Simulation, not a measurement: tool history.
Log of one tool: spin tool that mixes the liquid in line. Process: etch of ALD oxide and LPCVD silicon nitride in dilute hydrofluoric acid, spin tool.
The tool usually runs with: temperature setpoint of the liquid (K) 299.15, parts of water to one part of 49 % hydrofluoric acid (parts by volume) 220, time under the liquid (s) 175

run	hour	temperature setpoint of the liquid (K)	parts of water to one part of 49 % hydrofluoric acid (parts by volume)	time under the liquid (s)	read-back film thickness of the ALD oxide reference wafer, read on the same gauge (nm)	read-back film thickness of the LPCVD silicon nitride reference wafer, read on the same gauge (nm)	thickness taken off the ALD oxide on a monitor wafer (Å)	thickness taken off the LPCVD silicon nitride on a monitor wafer (Å)
1	0	299.15	220	175	120.01	89.993	88.6	4.77
2	53	299.15	220	175	120	89.979	88.7	4.41
3	94.1	299.15	220	175	120.02	90.004	88.8	4.8
4	118.2	300.65	305	175	119.99	89.989	62.9	3.67
5	156.6	303.65	110	80	120	89.992	109.4	6.65
6	183.7	299.15	220	175	119.98	90.003	88.9	4.62
7	209.1	301.15	220	260	119.98	90.003	142.1	7.06
8	279	299.15	145	125	120.06	89.979	105.2	5.28
# hour 325.8: gauge calibrated
9	423.6	299.15	220	175	120.03	89.998	91.1	5.19
10	455	302.65	220	175	119.95	89.985	101.2	5.88
11	524.7	295.65	135	140	120.06	89.99	112.2	5.2
12	549.9	299.15	220	175	120.01	90.023	89	4.29
13	615.9	299.15	310	240	120.01	89.993	80	4.93
# hour 624.5: hydrofluoric acid flow meter replaced
14	650.7	299.15	220	175	120	89.997	81.9	4.47
15	700.9	299.15	130	70	120	90.014	62.4	3.11
16	752.7	299.15	220	175	120.03	89.995	82.9	4.19
# hour 760.3: thermometer replaced
17	816.3	299.15	220	175	119.97	90.003	86.8	4.65
18	887	304.15	220	245	120	90.023	144	9.03
19	946.2	299.15	220	175	120.01	89.968	87	4.42
20	987.2	301.65	220	95	119.99	90.031	51.5	3.08
21	1013	299.15	290	175	120.02	90.013	61.7	3.73
22	1075.9	302.15	220	175	119.99	89.987	97.1	6.19
23	1118	299.15	220	175	119.96	89.991	87.1	4.95
24	1163.6	299.15	295	175	120.01	89.99	59.7	3.55
25	1225.3	299.15	160	175	119.98	90.002	126.5	6.25
26	1255.7	294.65	250	175	120.03	89.993	62.6	3.29

How would selected steps in thickness taken off the ALD oxide on a monitor wafer (Å) from run to run divide? Give the signed amount a tool lacking its hidden state would still show from settings, what came in and random variation, and the signed amount left for the hidden state, including any gauge scatter that is not in both of the compared results.
Unlogged tool condition in this case: liquid colder than its thermometer reads (K); hydrofluoric acid flow above the setpoint (%); gauge reads high (%).
Run 13 -> 14: parts of water to one part of 49 % hydrofluoric acid (parts by volume) 310 -> 220, time under the liquid (s) 240 -> 175, hydrofluoric acid flow meter replaced. thickness taken off the ALD oxide on a monitor wafer (Å) +1.9: hidden state -7.7, all else +9.6.
Run 16 -> 17: thermometer replaced. thickness taken off the ALD oxide on a monitor wafer (Å) +3.9: hidden state +4.2, all else -0.3.
Run 24 -> 25: parts of water to one part of 49 % hydrofluoric acid (parts by volume) 295 -> 160. thickness taken off the ALD oxide on a monitor wafer (Å) +66.8: hidden state +1.3, all else +65.5.
Run 25 -> 26: temperature setpoint of the liquid (K) 299.15 -> 294.65, parts of water to one part of 49 % hydrofluoric acid (parts by volume) 160 -> 250. thickness taken off the ALD oxide on a monitor wafer (Å) -63.9: hidden state -1.4, all else -62.5.
